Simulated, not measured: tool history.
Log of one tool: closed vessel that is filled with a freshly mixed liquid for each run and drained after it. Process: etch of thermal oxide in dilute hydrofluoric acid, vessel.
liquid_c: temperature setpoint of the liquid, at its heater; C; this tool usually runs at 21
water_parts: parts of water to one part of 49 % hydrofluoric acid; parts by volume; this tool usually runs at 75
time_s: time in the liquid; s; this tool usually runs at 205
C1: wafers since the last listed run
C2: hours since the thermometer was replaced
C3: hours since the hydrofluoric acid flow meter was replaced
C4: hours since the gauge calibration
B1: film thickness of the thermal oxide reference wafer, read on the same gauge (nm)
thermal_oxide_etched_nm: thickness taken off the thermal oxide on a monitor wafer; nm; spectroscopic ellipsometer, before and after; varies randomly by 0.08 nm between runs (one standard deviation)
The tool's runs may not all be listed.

run 1 hour=0 | liquid_c=21 water_parts=75 time_s=205 | C1=0 C2=1087 C3=874.5 C4=2059.1 | B1=140.05 | thermal_oxide_etched_nm=13.19
run 2 hour=37.1 | liquid_c=21 water_parts=75 time_s=205 | C1=2772 C2=1124.1 C3=911.6 C4=2096.2 | B1=140.04 | thermal_oxide_etched_nm=13.05
run 3 hour=142.5 | liquid_c=21 water_parts=85 time_s=205 | C1=7876 C2=1229.5 C3=1017 C4=2201.6 | B1=140.02 | thermal_oxide_etched_nm=11.39
run 4 hour=181 | liquid_c=21 water_parts=85 time_s=205 | C1=2876 C2=1268 C3=1055.5 C4=2240.1 | B1=140.03 | thermal_oxide_etched_nm=11.39
-- hour=184.6 gauge calibrated
run 5 hour=248.8 | liquid_c=21 water_parts=85 time_s=205 | C1=5066 C2=1335.8 C3=1123.3 C4=64.2 | B1=140.04 | thermal_oxide_etched_nm=11.44
run 6 hour=309.9 | liquid_c=21 water_parts=75 time_s=205 | C1=4565 C2=1396.9 C3=1184.4 C4=125.3 | B1=139.99 | thermal_oxide_etched_nm=13.05
run 7 hour=368.8 | liquid_c=21 water_parts=75 time_s=205 | C1=4401 C2=1455.8 C3=1243.3 C4=184.2 | B1=140.01 | thermal_oxide_etched_nm=13.15
run 8 hour=459.4 | liquid_c=21 water_parts=55 time_s=155 | C1=6770 C2=1546.4 C3=1333.9 C4=274.8 | B1=139.96 | thermal_oxide_etched_nm=13.97
run 9 hour=520.5 | liquid_c=21 water_parts=75 time_s=205 | C1=4565 C2=1607.5 C3=1395 C4=335.9 | B1=139.99 | thermal_oxide_etched_nm=13.05
run 10 hour=623.5 | liquid_c=21 water_parts=75 time_s=205 | C1=7696 C2=1710.5 C3=1498 C4=438.9 | B1=140.04 | thermal_oxide_etched_nm=13.06
run 11 hour=675.8 | liquid_c=21 water_parts=75 time_s=205 | C1=3908 C2=1762.8 C3=1550.3 C4=491.2 | B1=140 | thermal_oxide_etched_nm=13.19
run 12 hour=722.9 | liquid_c=21 water_parts=75 time_s=205 | C1=3519 C2=1809.9 C3=1597.4 C4=538.3 | B1=140.04 | thermal_oxide_etched_nm=13.21
run 13 hour=825.3 | liquid_c=17 water_parts=60 time_s=205 | C1=7651 C2=1912.3 C3=1699.8 C4=640.7 | B1=139.98 | thermal_oxide_etched_nm=14.08
run 14 hour=875.7 | liquid_c=21 water_parts=55 time_s=155 | C1=3766 C2=1962.7 C3=1750.2 C4=691.1 | B1=140.04 | thermal_oxide_etched_nm=13.68
run 15 hour=935.6 | liquid_c=17.5 water_parts=75 time_s=90 | C1=4476 C2=2022.6 C3=1810.1 C4=751 | B1=140 | thermal_oxide_etched_nm=4.94
run 16 hour=982.5 | liquid_c=21 water_parts=75 time_s=205 | C1=3504 C2=2069.5 C3=1857 C4=797.9 | B1=140.04 | thermal_oxide_etched_nm=13.18
run 17 hour=1019.4 | liquid_c=17.5 water_parts=60 time_s=115 | C1=2757 C2=2106.4 C3=1893.9 C4=834.8 | B1=140.02 | thermal_oxide_etched_nm=8.07
run 18 hour=1105.4 | liquid_c=21 water_parts=75 time_s=205 | C1=6426 C2=2192.4 C3=1979.9 C4=920.8 | B1=140.03 | thermal_oxide_etched_nm=13.01
-- hour=1158.1 hydrofluoric acid flow meter replaced
run 19 hour=1188 | liquid_c=21 water_parts=75 time_s=205 | C1=6097 C2=2275 C3=29.9 C4=1003.4 | B1=140.02 | thermal_oxide_etched_nm=12.93
run 20 hour=1230.2 | liquid_c=21 water_parts=75 time_s=205 | C1=3153 C2=2317.2 C3=72.1 C4=1045.6 | B1=139.99 | thermal_oxide_etched_nm=12.95
-- hour=1287.1 thermometer replaced
run 21 hour=1314.9 | liquid_c=23.5 water_parts=40 time_s=120 | C1=6254 C2=27.8 C3=156.8 C4=1130.3 | B1=139.99 | thermal_oxide_etched_nm=16.6
run 22 hour=1388.5 | liquid_c=17 water_parts=95 time_s=260 | C1=5499 C2=101.4 C3=230.4 C4=1203.9 | B1=139.98 | thermal_oxide_etched_nm=10.8
run 23 hour=1442.2 | liquid_c=21 water_parts=75 time_s=95 | C1=4012 C2=155.1 C3=284.1 C4=1257.6 | B1=139.99 | thermal_oxide_etched_nm=6.02
run 24 hour=1486 | liquid_c=23.5 water_parts=90 time_s=205 | C1=3272 C2=198.9 C3=327.9 C4=1301.4 | B1=140 | thermal_oxide_etched_nm=11.88
run 25 hour=1590.5 | liquid_c=21 water_parts=75 time_s=205 | C1=7808 C2=303.4 C3=432.4 C4=1405.9 | B1=140.03 | thermal_oxide_etched_nm=13.01
run 26 hour=1649.4 | liquid_c=21 water_parts=95 time_s=240 | C1=4401 C2=362.3 C3=491.3 C4=1464.8 | B1=140.05 | thermal_oxide_etched_nm=11.69
run 27 hour=1697.3 | liquid_c=24 water_parts=75 time_s=100 | C1=3579 C2=410.2 C3=539.2 C4=1512.7 | B1=140.03 | thermal_oxide_etched_nm=7.23
run 28 hour=1740.4 | liquid_c=21 water_parts=50 time_s=90 | C1=3220 C2=453.3 C3=582.3 C4=1555.8 | B1=140.03 | thermal_oxide_etched_nm=8.78
run 29 hour=1830.3 | liquid_c=21 water_parts=75 time_s=80 | C1=6717 C2=543.2 C3=672.2 C4=1645.7 | B1=139.98 | thermal_oxide_etched_nm=5.09
run 30 hour=1877.6 | liquid_c=21 water_parts=90 time_s=140 | C1=3534 C2=590.5 C3=719.5 C4=1693 | B1=139.98 | thermal_oxide_etched_nm=7.25
run 31 hour=1944 | liquid_c=21 water_parts=90 time_s=130 | C1=4961 C2=656.9 C3=785.9 C4=1759.4 | B1=139.97 | thermal_oxide_etched_nm=6.73
run 32 hour=2024.6 | liquid_c=17 water_parts=115 time_s=205 | C1=6022 C2=737.5 C3=866.5 C4=1840 | B1=140.02 | thermal_oxide_etched_nm=7
run 33 hour=2088.2 | liquid_c=24 water_parts=55 time_s=285 | C1=4752 C2=801.1 C3=930.1 C4=1903.6 | B1=139.99 | thermal_oxide_etched_nm=28.82

Here are 5 independent what-if runs from the current tool condition. What would each one return?
run A hour=2088.9 | liquid_c=21 water_parts=75 time_s=320 | C1=52 C2=801.8 C3=930.8 C4=1904.3 | B1=? | thermal_oxide_etched_nm=?
run B hour=2088.9 | liquid_c=17 water_parts=75 time_s=205 | C1=52 C2=801.8 C3=930.8 C4=1904.3 | B1=? | thermal_oxide_etched_nm=?
run C hour=2088.9 | liquid_c=21 water_parts=50 time_s=270 | C1=52 C2=801.8 C3=930.8 C4=1904.3 | B1=? | thermal_oxide_etched_nm=?
run D hour=2088.9 | liquid_c=22.5 water_parts=105 time_s=300 | C1=52 C2=801.8 C3=930.8 C4=1904.3 | B1=? | thermal_oxide_etched_nm=?
run E hour=2088.9 | liquid_c=17 water_parts=50 time_s=315 | C1=52 C2=801.8 C3=930.8 C4=1904.3 | B1=? | thermal_oxide_etched_nm=?

run=A B1=140.04 thermal_oxide_etched_nm=20.38
run=B B1=140.04 thermal_oxide_etched_nm=11.03
run=C B1=140.04 thermal_oxide_etched_nm=26.58
run=D B1=140.04 thermal_oxide_etched_nm=14
run=E B1=140.04 thermal_oxide_etched_nm=26.13
With no hidden state in the tool, these same runs would have given:
run=A thermal_oxide_etched_nm=20.38
run=B thermal_oxide_etched_nm=11.03
run=C thermal_oxide_etched_nm=26.58
run=D thermal_oxide_etched_nm=14
run=E thermal_oxide_etched_nm=26.13

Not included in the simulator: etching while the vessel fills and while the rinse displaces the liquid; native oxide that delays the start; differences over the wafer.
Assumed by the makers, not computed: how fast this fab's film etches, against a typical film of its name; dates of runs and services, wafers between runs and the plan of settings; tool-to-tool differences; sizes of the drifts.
